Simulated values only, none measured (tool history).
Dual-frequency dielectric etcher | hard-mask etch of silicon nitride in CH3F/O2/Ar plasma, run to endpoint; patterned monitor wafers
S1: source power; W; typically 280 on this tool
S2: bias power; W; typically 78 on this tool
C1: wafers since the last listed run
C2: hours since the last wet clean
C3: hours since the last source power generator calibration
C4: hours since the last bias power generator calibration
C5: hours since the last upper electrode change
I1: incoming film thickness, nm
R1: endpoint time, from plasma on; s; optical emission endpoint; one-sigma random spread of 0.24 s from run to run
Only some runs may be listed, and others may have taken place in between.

run 1 hour=0.0 | S1=250 S2=78 | C1=0 C2=324.7 C3=1815.9 C4=2332.2 C5=1817.0 | I1=40.14 | R1=61.9
run 2 hour=72.5 | S1=250 S2=78 | C1=453 C2=397.2 C3=1888.4 C4=2404.7 C5=1889.5 | I1=40.02 | R1=62.5
run 3 hour=125.1 | S1=250 S2=78 | C1=329 C2=449.8 C3=1941.0 C4=2457.3 C5=1942.1 | I1=40.15 | R1=62.5
-- hour=178.8 wet clean of the chamber
run 4 hour=209.5 | S1=230 S2=78 | C1=377 C2=30.7 C3=2025.4 C4=2541.7 C5=2026.5 | I1=40.23 | R1=64.1
run 5 hour=313.8 | S1=280 S2=78 | C1=652 C2=135.0 C3=2129.7 C4=2646.0 C5=2130.8 | I1=40.10 | R1=58.5
run 6 hour=384.9 | S1=280 S2=78 | C1=444 C2=206.1 C3=2200.8 C4=2717.1 C5=2201.9 | I1=40.60 | R1=59.7
run 7 hour=421.2 | S1=280 S2=78 | C1=227 C2=242.4 C3=2237.1 C4=2753.4 C5=2238.2 | I1=40.59 | R1=59.7
run 8 hour=500.7 | S1=280 S2=78 | C1=497 C2=321.9 C3=2316.6 C4=2832.9 C5=2317.7 | I1=39.99 | R1=59.1
-- hour=631.1 wet clean of the chamber
run 9 hour=701.7 | S1=280 S2=78 | C1=1107 C2=70.6 C3=2517.6 C4=3033.9 C5=2518.7 | I1=40.21 | R1=61.5
run 10 hour=793.8 | S1=280 S2=78 | C1=576 C2=162.7 C3=2609.7 C4=3126.0 C5=2610.8 | I1=40.16 | R1=62.3
run 11 hour=868.1 | S1=280 S2=78 | C1=464 C2=237.0 C3=2684.0 C4=3200.3 C5=2685.1 | I1=40.64 | R1=62.4
run 12 hour=933.3 | S1=280 S2=78 | C1=407 C2=302.2 C3=2749.2 C4=3265.5 C5=2750.3 | I1=40.23 | R1=62.1
-- hour=1013.1 wet clean of the chamber, repeated, since the last time left the tool worse
run 13 hour=1036.5 | S1=280 S2=78 | C1=495 C2=23.4 C3=2852.4 C4=3368.7 C5=2853.5 | I1=40.31 | R1=59.2
run 14 hour=1239.7 | S1=280 S2=78 | C1=1271 C2=226.6 C3=3055.6 C4=3571.9 C5=3056.7 | I1=40.21 | R1=59.7
run 15 hour=1345.5 | S1=280 S2=64 | C1=661 C2=332.4 C3=3161.4 C4=3677.7 C5=3162.5 | I1=40.02 | R1=63.0
run 16 hour=1396.7 | S1=280 S2=78 | C1=320 C2=383.6 C3=3212.6 C4=3728.9 C5=3213.7 | I1=39.87 | R1=59.3
run 17 hour=1494.8 | S1=210 S2=97 | C1=613 C2=481.7 C3=3310.7 C4=3827.0 C5=3311.8 | I1=39.99 | R1=64.1
-- hour=1539.6 wet clean of the chamber
run 18 hour=1549.2 | S1=260 S2=95 | C1=190 C2=9.6 C3=3365.1 C4=3881.4 C5=3366.2 | I1=40.31 | R1=57.6
-- hour=1576.2 upper electrode replaced
-- hour=1592.9 source power generator calibrated
run 19 hour=1646.5 | S1=280 S2=61 | C1=433 C2=106.9 C3=53.6 C4=3978.7 C5=70.3 | I1=40.21 | R1=63.3
run 20 hour=1736.0 | S1=230 S2=60 | C1=559 C2=196.4 C3=143.1 C4=4068.2 C5=159.8 | I1=40.35 | R1=70.5
-- hour=1785.9 bias power generator calibrated
run 21 hour=1843.5 | S1=330 S2=64 | C1=647 C2=303.9 C3=250.6 C4=57.6 C5=267.3 | I1=40.73 | R1=59.2
run 22 hour=1916.4 | S1=280 S2=78 | C1=455 C2=376.8 C3=323.5 C4=130.5 C5=340.2 | I1=40.79 | R1=60.4
run 23 hour=1994.6 | S1=350 S2=87 | C1=489 C2=455.0 C3=401.7 C4=208.7 C5=418.4 | I1=40.03 | R1=52.4
-- hour=2035.8 wet clean of the chamber
run 24 hour=2038.9 | S1=330 S2=61 | C1=126 C2=3.1 C3=446.0 C4=253.0 C5=462.7 | I1=40.22 | R1=58.5
run 25 hour=2109.1 | S1=280 S2=78 | C1=439 C2=73.3 C3=516.2 C4=323.2 C5=532.9 | I1=40.88 | R1=59.9
run 26 hour=2211.9 | S1=280 S2=78 | C1=643 C2=176.1 C3=619.0 C4=426.0 C5=635.7 | I1=40.28 | R1=59.1
run 27 hour=2400.9 | S1=280 S2=78 | C1=1182 C2=365.1 C3=808.0 C4=615.0 C5=824.7 | I1=40.43 | R1=60.1
run 28 hour=2460.1 | S1=280 S2=92 | C1=370 C2=424.3 C3=867.2 C4=674.2 C5=883.9 | I1=39.91 | R1=56.5
-- hour=2505.5 wet clean of the chamber
run 29 hour=2552.1 | S1=350 S2=72 | C1=425 C2=46.6 C3=959.2 C4=766.2 C5=975.9 | I1=40.33 | R1=55.0

Table of differences, measured result less the result of that run with no hidden state. Run-to-run variation is the same in both. Gauge scatter possibly is not:
Hidden state present: etch rate over this chamber's usual, %; source power that arrives over what is set, %; bias power that arrives over what is set, %.
run=1 R1=+0.8
run=2 R1=+1.1
run=3 R1=+1.2
run=4 R1=+0.0
run=5 R1=+0.3
run=6 R1=+0.4
run=7 R1=+0.6
run=8 R1=+0.8
run=9 R1=+2.9
run=10 R1=+3.2
run=11 R1=+3.4
run=12 R1=+3.6
run=13 R1=+0.1
run=14 R1=+0.6
run=15 R1=+1.0
run=16 R1=+1.1
run=17 R1=+1.6
run=18 R1=+0.0
run=19 R1=+0.3
run=20 R1=+0.6
run=21 R1=+0.9
run=22 R1=+1.0
run=23 R1=+1.2
run=24 R1=-0.1
run=25 R1=+0.0
run=26 R1=+0.3
run=27 R1=+0.9
run=28 R1=+1.0
run=29 R1=+0.3
